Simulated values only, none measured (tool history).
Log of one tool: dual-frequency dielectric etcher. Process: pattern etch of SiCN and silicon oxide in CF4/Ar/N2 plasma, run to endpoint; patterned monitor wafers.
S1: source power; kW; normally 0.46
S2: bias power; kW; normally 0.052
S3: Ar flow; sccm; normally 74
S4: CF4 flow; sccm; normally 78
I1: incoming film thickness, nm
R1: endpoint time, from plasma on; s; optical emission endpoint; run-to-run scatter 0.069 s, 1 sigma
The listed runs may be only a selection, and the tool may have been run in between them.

run	hour	S1	S2	S3	S4	I1	R1
1	0	0.46	0.052	74	78	8.46	10.3
2	25.3	0.46	0.064	74	78	8.51	9.7
3	92.5	0.58	0.052	74	78	8.49	8.1
# hour 140.3: upper electrode replaced
4	149.9	0.56	0.043	81	70	8.54	8.8
5	191.4	0.46	0.052	74	78	8.44	10.1
# hour 234.3: Ar flow controller replaced
6	263.3	0.46	0.052	74	69	8.44	10.2
7	291.9	0.36	0.04	74	87	8.49	13.8
8	359.4	0.46	0.052	74	78	8.54	10
9	429.1	0.46	0.06	90	84	8.47	9.7
10	457.7	0.43	0.048	66	62	8.52	10.9
11	482.3	0.5	0.047	74	59	8.51	9.7
# hour 542.5: wet clean of the chamber
12	543	0.38	0.057	74	78	8.45	12.4
13	573.5	0.46	0.044	80	78	8.49	10.9
14	612.5	0.57	0.052	74	78	8.4	8.1
15	673.9	0.46	0.052	74	60	8.42	10.5
16	700.2	0.34	0.052	81	78	8.49	14.5
17	742	0.46	0.052	74	95	8.47	9.9
18	785.4	0.57	0.055	74	95	8.58	8
19	843.8	0.36	0.052	74	78	8.5	13.1
20	908.6	0.57	0.063	80	78	8.48	7.7
21	957.5	0.46	0.052	81	93	8.48	9.9
22	1027.9	0.34	0.039	91	68	8.48	15.6
23	1086.6	0.46	0.048	74	78	8.4	10

Alternative continuations, all from the tool just after run 23; predict every row:
A	1087	0.54	0.052	74	78	8.4	?
B	1087	0.39	0.043	82	78	8.4	?
C	1087	0.46	0.04	74	78	8.4	?
D	1087	0.36	0.052	69	78	8.4	?
E	1087	0.57	0.052	74	61	8.4	?

run	R1
A	8.2
B	12.4
C	10.3
D	12.7
E	8
Had the tool no hidden state, the same runs would have come out as:
run	R1
A	8.6
B	12.9
C	10.8
D	13.3
E	8.4
